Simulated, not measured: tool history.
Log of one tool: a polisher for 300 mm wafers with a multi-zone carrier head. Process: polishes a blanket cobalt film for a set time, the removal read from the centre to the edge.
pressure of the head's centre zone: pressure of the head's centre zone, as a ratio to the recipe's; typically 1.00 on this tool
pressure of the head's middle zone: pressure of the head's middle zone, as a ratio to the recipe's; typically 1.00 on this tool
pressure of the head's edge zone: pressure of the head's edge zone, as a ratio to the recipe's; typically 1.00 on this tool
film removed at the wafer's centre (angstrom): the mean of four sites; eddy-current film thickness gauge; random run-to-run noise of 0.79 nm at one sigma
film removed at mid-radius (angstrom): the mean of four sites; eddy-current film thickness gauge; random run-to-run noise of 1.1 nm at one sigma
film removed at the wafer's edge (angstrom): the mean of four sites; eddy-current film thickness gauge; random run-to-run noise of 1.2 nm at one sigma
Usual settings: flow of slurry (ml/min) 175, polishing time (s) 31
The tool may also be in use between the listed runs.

| run | hour | flow of slurry (ml/min) | pressure of the head's centre zone | pressure of the head's middle zone | pressure of the head's edge zone | polishing time (s) | incoming thickness of the incoming film, nm | film removed at the wafer's centre (angstrom) | film removed at mid-radius (angstrom) | film removed at the wafer's edge (angstrom) |
|---|---|---|---|---|---|---|---|---|---|---|
| 1 | 0.0 | 175 | 1.00 | 1.00 | 1.00 | 31 | 957.3 | 935 | 956 | 928 |
|  | 8.4 | worn pad replaced by a new one |
| 2 | 93.3 | 175 | 1.00 | 1.00 | 1.00 | 31 | 955.5 | 984 | 1003 | 998 |
|  | 124.1 | slurry nozzle cleaned |
| 3 | 147.0 | 175 | 1.00 | 1.00 | 1.00 | 31 | 955.2 | 987 | 988 | 975 |
| 4 | 213.2 | 175 | 1.00 | 1.00 | 1.00 | 31 | 951.7 | 958 | 957 | 968 |
|  | 226.4 | centre zone pressure recalibrated |
| 5 | 278.0 | 175 | 1.00 | 1.00 | 1.00 | 31 | 937.4 | 947 | 960 | 936 |
|  | 321.7 | worn pad replaced by a new one |
| 6 | 337.9 | 175 | 1.00 | 1.00 | 1.00 | 31 | 943.8 | 1018 | 1023 | 1021 |
| 7 | 379.4 | 175 | 1.00 | 1.00 | 1.00 | 31 | 948.6 | 991 | 1025 | 1012 |
|  | 441.7 | edge zone pressure recalibrated |
|  | 590.2 | slurry nozzle cleaned |
|  | 623.8 | worn pad replaced by a new one |
|  | 661.9 | centre zone pressure recalibrated |
| 8 | 692.2 | 175 | 1.00 | 1.00 | 1.00 | 31 | 959.1 | 987 | 984 | 990 |
| 9 | 782.9 | 130 | 1.00 | 1.05 | 1.09 | 21 | 960.0 | 609 | 650 | 656 |
|  | 884.5 | edge zone pressure recalibrated |
|  | 925.8 | worn pad replaced by a new one |
|  | 1018.1 | slurry nozzle cleaned |
|  | 1027.4 | carrier head's membrane replaced by a new one |
| 10 | 1052.8 | 175 | 1.00 | 0.93 | 0.92 | 31 | 962.2 | 986 | 936 | 959 |
|  | 1073.2 | centre zone pressure recalibrated |
| 11 | 1146.3 | 175 | 1.00 | 1.00 | 1.00 | 31 | 943.4 | 972 | 987 | 958 |
|  | 1225.3 | worn pad replaced by a new one |
| 12 | 1226.4 | 145 | 1.11 | 1.00 | 1.00 | 31 | 948.4 | 1045 | 973 | 958 |
| 13 | 1286.4 | 120 | 1.00 | 1.00 | 1.00 | 31 | 943.9 | 923 | 930 | 944 |
|  | 1310.8 | edge zone pressure recalibrated |
| 14 | 1359.3 | 210 | 1.00 | 1.00 | 1.08 | 40 | 950.1 | 1313 | 1299 | 1303 |
| 15 | 1397.8 | 175 | 0.88 | 1.09 | 1.00 | 31 | 948.5 | 891 | 1042 | 963 |
| 16 | 1435.0 | 175 | 1.00 | 0.89 | 1.00 | 31 | 962.8 | 962 | 875 | 948 |

What the log doesn't show, run by run:
slurry flow missing at the pad, %: 0 across all the runs
deviation of the centre zone's pressure from its setpoint, %: 0 across all the runs
deviation of the edge zone's pressure from its setpoint, %: 0 across all the runs
H1: removal rate lost through wear of the pad, %
| run | H1 |
|---|---|
| 1 | 7.13 |
| 2 | 2.95 |
| 3 | 4.09 |
| 4 | 5.5 |
| 5 | 6.87 |
| 6 | 0.67 |
| 7 | 1.55 |
| 8 | 2.8 |
| 9 | 4.72 |
| 10 | 2.95 |
| 11 | 4.93 |
| 12 | 1.13 |
| 13 | 2.41 |
| 14 | 3.96 |
| 15 | 4.77 |
| 16 | 5.56 |
